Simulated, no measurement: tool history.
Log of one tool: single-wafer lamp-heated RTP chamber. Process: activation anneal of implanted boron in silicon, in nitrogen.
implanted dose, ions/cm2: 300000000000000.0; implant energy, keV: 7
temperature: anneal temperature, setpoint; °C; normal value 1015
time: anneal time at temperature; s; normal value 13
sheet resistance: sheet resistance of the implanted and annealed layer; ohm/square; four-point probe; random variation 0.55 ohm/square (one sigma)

run	hour	temperature	time	wafers since the last listed run	wafers since the last pyrometer calibration	wafers since the reflector plate was cleaned	hours since the gauge calibration	read-back reference wafer on the same gauge, sheet resistance	sheet resistance
1	0.0	1015	13	0	418	9458	2209.6	304.64	367.42
2	49.3	1015	13	1502	1921	10961	2258.9	304.22	367.74
3	153.4	1015	13	3173	5094	14134	2363.0	304.57	367.49
4	198.2	1015	13	1365	6460	15500	2407.8	304.53	367.99
# hour 249.4: reflector plate cleaned
5	249.9	1015	11	1332	7792	13	2459.5	304.43	368.60
6	290.9	1015	11	1249	9042	1263	2500.5	304.50	368.55
7	355.1	1015	7	1956	10999	3220	2564.7	304.46	370.21
8	416.9	1015	9	1883	12883	5104	2626.5	304.66	368.87
# hour 530.5: pyrometer window cleaned and pyrometer calibrated
9	706.7	1015	9	8589	5369	13694	2916.3	304.81	368.27
10	748.7	1015	9	1280	6649	14974	2958.3	304.69	369.43
11	817.4	1015	13	2094	8744	17068	3027.0	304.54	367.25
12	878.4	1015	13	1859	10603	18928	3088.0	304.90	368.46
13	919.3	1015	13	1246	11850	20175	3128.9	304.69	368.50
# hour 944.0: reflector plate cleaned
14	1013.7	1015	13	2633	14483	2124	3223.3	304.65	367.56
15	1105.4	1015	13	2795	17279	4919	3315.0	304.77	367.65
16	1165.9	992	13	1844	19123	6763	3375.5	304.50	373.79
# hour 1245.5: pyrometer window cleaned and pyrometer calibrated
17	1246.0	1039	17	2197	14	8961	3455.6	304.68	365.26
18	1291.0	1006	17	1371	1386	10333	3500.6	304.99	369.60
19	1329.3	1028	20	1167	2553	11500	3538.9	304.88	364.65
20	1369.0	1043	6	1210	3763	12711	3578.6	304.93	369.14
21	1445.6	1006	16	2334	6098	15046	3655.2	304.77	369.78
# hour 1505.3: reflector plate cleaned
22	1524.6	1032	16	2164	8263	587	3734.2	304.74	365.45
23	1560.7	1015	17	1100	9363	1688	3770.3	305.01	366.91
24	1618.3	1015	13	1755	11119	3443	3827.9	304.83	368.77
25	1696.2	1023	13	2374	13493	5818	3905.8	304.88	366.92
26	1773.5	1015	18	2356	15850	8174	3983.1	305.03	366.78
# hour 1803.3: gauge calibrated
27	1821.3	1037	7	1457	17307	9631	18.0	301.67	365.39
# hour 1838.6: pyrometer window cleaned and pyrometer calibrated
28	1920.6	996	11	2783	2499	12414	117.3	302.07	369.11
29	2166.8	1015	13	7504	10004	19919	363.5	302.57	366.00
# hour 2200.6: reflector plate cleaned
30	2214.0	1029	19	1194	11199	408	410.7	302.44	363.34
31	2259.1	1015	13	1374	12574	1783	455.8	302.87	365.94
32	2329.3	1034	9	2139	14714	3923	526.0	302.82	365.12
33	2398.6	1015	13	2112	16826	6035	595.3	302.68	365.97
# hour 2450.1: pyrometer window cleaned and pyrometer calibrated
34	2456.4	991	16	1518	191	7553	653.1	303.31	370.51
35	2509.7	1015	13	1624	1816	9178	706.4	302.94	366.74
36	2682.8	1026	9	5276	7093	14455	879.5	303.27	365.88
37	2769.9	991	5	2655	9748	17110	966.6	303.19	376.67

Branching from run 37: 3 alternative next runs. What would each branch give?
A	2770.3	1015	13	12	9760	17122	967.0	?	?
B	2770.3	985	16	12	9760	17122	967.0	?	?
C	2770.3	1015	19	12	9760	17122	967.0	?	?

run	read-back reference wafer on the same gauge, sheet resistance	sheet resistance
A	303.46	366.66
B	303.46	373.43
C	303.46	365.19
With no hidden state in the tool, these same runs would have given:
run	sheet resistance
A	364.92
B	371.65
C	363.44
